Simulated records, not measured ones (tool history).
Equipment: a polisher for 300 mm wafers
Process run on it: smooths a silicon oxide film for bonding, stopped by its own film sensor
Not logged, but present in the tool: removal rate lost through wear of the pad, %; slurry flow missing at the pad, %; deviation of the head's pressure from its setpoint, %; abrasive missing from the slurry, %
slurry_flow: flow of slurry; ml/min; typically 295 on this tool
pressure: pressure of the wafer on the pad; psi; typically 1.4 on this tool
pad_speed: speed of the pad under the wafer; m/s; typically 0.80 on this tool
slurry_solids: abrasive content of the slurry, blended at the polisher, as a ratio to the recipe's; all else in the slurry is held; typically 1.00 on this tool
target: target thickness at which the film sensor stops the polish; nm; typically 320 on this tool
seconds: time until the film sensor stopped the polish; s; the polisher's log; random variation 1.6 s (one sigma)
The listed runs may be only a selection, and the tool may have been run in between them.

| run | hour | slurry_flow | pressure | pad_speed | slurry_solids | target | wafers since the last listed run | wafers polished on this pad | hours since the slurry nozzle was cleaned | hours since the head pressure was calibrated | hours since the slurry blender was calibrated | incoming thickness of the incoming film, nm | seconds |
|---|---|---|---|---|---|---|---|---|---|---|---|---|---|
| 1 | 0.0 | 295 | 1.4 | 0.80 | 1.15 | 320 | 0 | 473 | 545.7 | 635.1 | 173.0 | 362.7 | 136.3 |
| 2 | 7.7 | 295 | 1.4 | 0.80 | 1.15 | 320 | 67 | 541 | 553.4 | 642.8 | 180.7 | 360.3 | 126.9 |
|  | 43.5 | worn pad replaced by a new one |
| 3 | 57.3 | 295 | 1.4 | 0.80 | 1.00 | 320 | 401 | 121 | 603.0 | 692.4 | 230.3 | 356.5 | 124.7 |
| 4 | 63.9 | 235 | 1.4 | 0.80 | 0.80 | 320 | 58 | 179 | 609.6 | 699.0 | 236.9 | 356.3 | 141.7 |
| 5 | 72.8 | 235 | 1.4 | 0.80 | 0.80 | 320 | 78 | 257 | 618.5 | 707.9 | 245.8 | 360.0 | 155.3 |
| 6 | 86.5 | 295 | 1.7 | 0.80 | 1.00 | 331 | 120 | 378 | 632.2 | 721.6 | 259.5 | 365.8 | 94.9 |
|  | 90.8 | head pressure recalibrated |
| 7 | 102.8 | 295 | 1.4 | 0.80 | 1.00 | 320 | 125 | 503 | 648.5 | 12.0 | 275.8 | 359.3 | 114.6 |
| 8 | 116.5 | 295 | 1.4 | 0.80 | 1.00 | 320 | 120 | 624 | 662.2 | 25.7 | 289.5 | 362.0 | 124.3 |
| 9 | 134.5 | 295 | 1.4 | 0.80 | 1.00 | 320 | 158 | 782 | 680.2 | 43.7 | 307.5 | 353.6 | 101.7 |
| 10 | 150.2 | 295 | 1.4 | 0.80 | 1.00 | 320 | 138 | 920 | 695.9 | 59.4 | 323.2 | 358.2 | 115.1 |
|  | 155.7 | slurry nozzle cleaned |
|  | 162.2 | worn pad replaced by a new one, of another model than before |
| 11 | 167.1 | 230 | 1.5 | 0.80 | 1.00 | 308 | 104 | 42 | 11.4 | 76.3 | 340.1 | 361.9 | 155.9 |
|  | 174.5 | slurry blender recalibrated |
| 12 | 175.0 | 295 | 1.0 | 0.80 | 1.00 | 320 | 51 | 94 | 19.3 | 84.2 | 0.5 | 359.6 | 140.6 |
| 13 | 184.3 | 295 | 1.4 | 0.80 | 1.00 | 320 | 81 | 176 | 28.6 | 93.5 | 9.8 | 365.8 | 140.8 |
| 14 | 198.1 | 260 | 1.4 | 0.80 | 1.00 | 320 | 121 | 297 | 42.4 | 107.3 | 23.6 | 360.3 | 123.2 |
| 15 | 208.1 | 295 | 1.4 | 0.98 | 1.00 | 320 | 87 | 385 | 52.4 | 117.3 | 33.6 | 360.9 | 109.9 |
| 16 | 224.6 | 295 | 1.4 | 0.80 | 1.00 | 320 | 145 | 531 | 68.9 | 133.8 | 50.1 | 355.3 | 107.0 |
| 17 | 231.4 | 295 | 1.4 | 0.90 | 1.00 | 320 | 59 | 590 | 75.7 | 140.6 | 56.9 | 362.9 | 122.9 |
| 18 | 240.2 | 385 | 1.7 | 1.00 | 1.00 | 310 | 77 | 668 | 84.5 | 149.4 | 65.7 | 359.8 | 115.6 |
|  | 256.1 | worn pad replaced by a new one |
| 19 | 261.2 | 295 | 1.8 | 1.00 | 0.90 | 327 | 149 | 44 | 105.5 | 170.4 | 86.7 | 355.4 | 69.8 |
| 20 | 278.8 | 230 | 1.5 | 0.80 | 1.00 | 308 | 154 | 199 | 123.1 | 188.0 | 104.3 | 367.9 | 176.2 |

For each entry between runs, how does the tool's hidden state at the last listed run before it compare with that at the first listed run after it?
Between runs 2 and 3: worn pad replaced by a new one (hour 43.5)
  deviation of the head's pressure from its setpoint, %: -10.1 -> -10.9
  what was measured, less what the result would be without the hidden state, seconds: +12.7 -> +13.6 s
Between runs 6 and 7: head pressure recalibrated (hour 90.8)
  deviation of the head's pressure from its setpoint, %: -11.4 -> 2.05
  what was measured, less what the result would be without the hidden state, seconds: +10.8 -> -2.4 s
Between runs 10 and 11: slurry nozzle cleaned (hour 155.7); worn pad replaced by a new one, of another model than before (hour 162.2)
  deviation of the head's pressure from its setpoint, %: 1.26 -> 0.975
  what was measured, less what the result would be without the hidden state, seconds: -1.5 -> -0.9 s
Between runs 11 and 12: slurry blender recalibrated (hour 174.5)
  deviation of the head's pressure from its setpoint, %: 0.975 -> 0.843
  what was measured, less what the result would be without the hidden state, seconds: -0.9 -> -0.6 s
Between runs 18 and 19: worn pad replaced by a new one (hour 256.1)
  deviation of the head's pressure from its setpoint, %: -0.248 -> -0.6
  what was measured, less what the result would be without the hidden state, seconds: +0.2 -> +0.2 s

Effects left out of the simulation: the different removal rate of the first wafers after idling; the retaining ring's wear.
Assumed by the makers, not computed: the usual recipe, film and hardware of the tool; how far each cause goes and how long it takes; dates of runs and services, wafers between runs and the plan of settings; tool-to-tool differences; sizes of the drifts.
